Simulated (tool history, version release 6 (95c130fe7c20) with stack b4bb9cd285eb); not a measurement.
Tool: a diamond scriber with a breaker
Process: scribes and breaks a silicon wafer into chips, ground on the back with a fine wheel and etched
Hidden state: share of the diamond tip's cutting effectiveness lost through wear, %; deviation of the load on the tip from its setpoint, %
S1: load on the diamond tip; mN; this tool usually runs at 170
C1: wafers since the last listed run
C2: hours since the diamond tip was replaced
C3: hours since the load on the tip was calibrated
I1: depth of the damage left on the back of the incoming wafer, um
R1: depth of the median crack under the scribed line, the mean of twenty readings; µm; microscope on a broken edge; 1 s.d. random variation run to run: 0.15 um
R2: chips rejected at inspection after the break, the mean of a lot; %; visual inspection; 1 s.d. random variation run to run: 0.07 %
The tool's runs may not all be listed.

Run 1, hour 0.0: usual settings; C1 0; C2 409.7; C3 966.6; I1 0.47. Result: R1 9.43 µm, R2 2.67 %.
Run 2, hour 18.8: usual settings; C1 67; C2 428.5; C3 985.4; I1 0.72. Result: R1 9.45 µm, R2 2.91 %.
Run 3, hour 34.0: usual settings; C1 54; C2 443.7; C3 1000.6; I1 0.37. Result: R1 9.05 µm, R2 2.89 %.
Run 4, hour 62.6: usual settings; C1 102; C2 472.3; C3 1029.2; I1 0.35. Result: R1 9.30 µm, R2 3.18 %.
Run 5, hour 83.6: usual settings; C1 75; C2 493.3; C3 1050.2; I1 0.67. Result: R1 9.06 µm, R2 3.18 %.
Run 6, hour 107.8: usual settings; C1 86; C2 517.5; C3 1074.4; I1 0.52. Result: R1 8.79 µm, R2 3.37 %.
Run 7, hour 143.3: usual settings; C1 127; C2 553.0; C3 1109.9; I1 0.65. Result: R1 9.15 µm, R2 3.49 %.
Run 8, hour 171.7: usual settings; C1 101; C2 581.4; C3 1138.3; I1 0.51. Result: R1 9.01 µm, R2 3.77 %.
Run 9, hour 184.2: usual settings but S1 201 mN; C1 44; C2 593.9; C3 1150.8; I1 0.70. Result: R1 9.81 µm, R2 1.88 %.
Run 10, hour 217.7: usual settings but S1 201 mN; C1 120; C2 627.4; C3 1184.3; I1 0.53. Result: R1 10.08 µm, R2 2.10 %.
Run 11, hour 250.6: usual settings but S1 203 mN; C1 117; C2 660.3; C3 1217.2; I1 0.59. Result: R1 9.81 µm, R2 1.94 %.
At hour 254.9: load on the tip recalibrated.
Run 12, hour 275.0: usual settings but S1 127 mN; C1 80; C2 684.7; C3 20.1; I1 0.63. Result: R1 7.39 µm, R2 13.66 %.
Run 13, hour 304.8: usual settings but S1 133 mN; C1 106; C2 714.5; C3 49.9; I1 0.41. Result: R1 7.58 µm, R2 13.48 %.
Run 14, hour 339.8: usual settings but S1 120 mN; C1 125; C2 749.5; C3 84.9; I1 0.33. Result: R1 7.02 µm, R2 17.21 %.
At hour 358.8: diamond tip replaced by a new one.
Run 15, hour 372.4: usual settings but S1 136 mN; C1 109; C2 13.6; C3 117.5; I1 0.41. Result: R1 8.92 µm, R2 4.45 %.
Run 16, hour 406.0: usual settings but S1 146 mN; C1 120; C2 47.2; C3 151.1; I1 0.61. Result: R1 9.08 µm, R2 3.07 %.
Run 17, hour 427.1: usual settings but S1 123 mN; C1 75; C2 68.3; C3 172.2; I1 0.43. Result: R1 8.30 µm, R2 7.28 %.
Run 18, hour 459.5: usual settings but S1 121 mN; C1 116; C2 100.7; C3 204.6; I1 0.66. Result: R1 8.11 µm, R2 8.45 %.
Run 19, hour 480.6: usual settings but S1 201 mN; C1 75; C2 121.8; C3 225.7; I1 0.43. Result: R1 10.98 µm, R2 2.53 %.
Run 20, hour 513.0: usual settings but S1 201 mN; C1 116; C2 154.2; C3 258.1; I1 0.34. Result: R1 11.13 µm, R2 2.42 %.
Run 21, hour 543.4: usual settings but S1 143 mN; C1 109; C2 184.6; C3 288.5; I1 0.69. Result: R1 8.60 µm, R2 4.35 %.

Forecast each of these 5 alternatives for the next run:
Run A, hour 544.0: usual settings; C1 2; C2 185.2; C3 289.1; I1 0.44. Result: R1 ?, R2 ?.
Run B, hour 544.0: usual settings but S1 142 mN; C1 2; C2 185.2; C3 289.1; I1 0.44. Result: R1 ?, R2 ?.
Run C, hour 544.0: usual settings but S1 155 mN; C1 2; C2 185.2; C3 289.1; I1 0.44. Result: R1 ?, R2 ?.
Run D, hour 544.0: usual settings but S1 206 mN; C1 2; C2 185.2; C3 289.1; I1 0.44. Result: R1 ?, R2 ?.
Run E, hour 544.0: usual settings but S1 192 mN; C1 2; C2 185.2; C3 289.1; I1 0.44. Result: R1 ?, R2 ?.

run     R1    R2
  A   9.93  1.90
  B   8.92  4.42
  C   9.40  2.84
  D  11.17  2.52
  E  10.70  1.88
Without the tool's hidden state the same runs would have given:
run     R1    R2
  A  10.32  1.72
  B   9.26  3.20
  C   9.76  2.12
  D  11.60  3.47
  E  11.11  2.42
